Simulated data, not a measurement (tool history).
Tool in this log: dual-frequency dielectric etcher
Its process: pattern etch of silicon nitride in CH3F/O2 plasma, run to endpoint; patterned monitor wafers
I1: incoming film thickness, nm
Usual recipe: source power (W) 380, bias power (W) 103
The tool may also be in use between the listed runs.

{"run": 1, "hour": 0.0, "source power (W)": 380, "bias power (W)": 103, "I1": 73.8, "endpoint time (s)": 84.8}
{"run": 2, "hour": 17.0, "source power (W)": 380, "bias power (W)": 103, "I1": 73.2, "endpoint time (s)": 83.5}
{"run": 3, "hour": 28.8, "source power (W)": 380, "bias power (W)": 82, "I1": 73.5, "endpoint time (s)": 92.5}
{"run": 4, "hour": 37.8, "source power (W)": 380, "bias power (W)": 82, "I1": 73.6, "endpoint time (s)": 92.3}
{"run": 5, "hour": 55.3, "source power (W)": 380, "bias power (W)": 82, "I1": 73.2, "endpoint time (s)": 92.0}
{"run": 6, "hour": 62.3, "source power (W)": 380, "bias power (W)": 113, "I1": 73.5, "endpoint time (s)": 80.9}
{"run": 7, "hour": 76.2, "source power (W)": 380, "bias power (W)": 113, "I1": 73.6, "endpoint time (s)": 82.1}
{"run": 8, "hour": 92.6, "source power (W)": 380, "bias power (W)": 103, "I1": 73.6, "endpoint time (s)": 85.4}
{"hour": 102.9, "done": "source power generator calibrated"}
{"run": 9, "hour": 103.4, "source power (W)": 380, "bias power (W)": 103, "I1": 73.6, "endpoint time (s)": 85.2}
{"run": 10, "hour": 108.1, "source power (W)": 380, "bias power (W)": 88, "I1": 73.7, "endpoint time (s)": 90.6}
{"hour": 121.1, "done": "bias power generator calibrated"}
{"hour": 139.0, "done": "upper electrode replaced"}
{"hour": 144.3, "done": "wet clean of the chamber"}
{"run": 11, "hour": 144.8, "source power (W)": 380, "bias power (W)": 88, "I1": 73.4, "endpoint time (s)": 88.3}
{"run": 12, "hour": 145.2, "source power (W)": 380, "bias power (W)": 85, "I1": 73.7, "endpoint time (s)": 89.3}
{"run": 13, "hour": 145.6, "source power (W)": 380, "bias power (W)": 85, "I1": 73.9, "endpoint time (s)": 89.8}
{"run": 14, "hour": 153.7, "source power (W)": 330, "bias power (W)": 103, "I1": 74.1, "endpoint time (s)": 86.0}
{"run": 15, "hour": 171.0, "source power (W)": 420, "bias power (W)": 112, "I1": 74.2, "endpoint time (s)": 79.0}
{"run": 16, "hour": 188.5, "source power (W)": 380, "bias power (W)": 82, "I1": 73.6, "endpoint time (s)": 91.0}
{"run": 17, "hour": 200.6, "source power (W)": 290, "bias power (W)": 103, "I1": 73.9, "endpoint time (s)": 88.9}
{"run": 18, "hour": 209.4, "source power (W)": 380, "bias power (W)": 103, "I1": 73.2, "endpoint time (s)": 82.9}
{"run": 19, "hour": 225.5, "source power (W)": 420, "bias power (W)": 112, "I1": 74.1, "endpoint time (s)": 79.3}
{"run": 20, "hour": 236.3, "source power (W)": 290, "bias power (W)": 95, "I1": 74.3, "endpoint time (s)": 92.4}
{"run": 21, "hour": 246.5, "source power (W)": 480, "bias power (W)": 103, "I1": 73.4, "endpoint time (s)": 78.7}

Expected results for the next run?
{"run": 22, "hour": 253.2, "source power (W)": 380, "bias power (W)": 103, "I1": 73.1, "endpoint time (s)": "?"}

endpoint time (s): 83.2
With the hidden condition absent and the run-to-run variation left alone, this run would have shown endpoint time (s) 82.0.
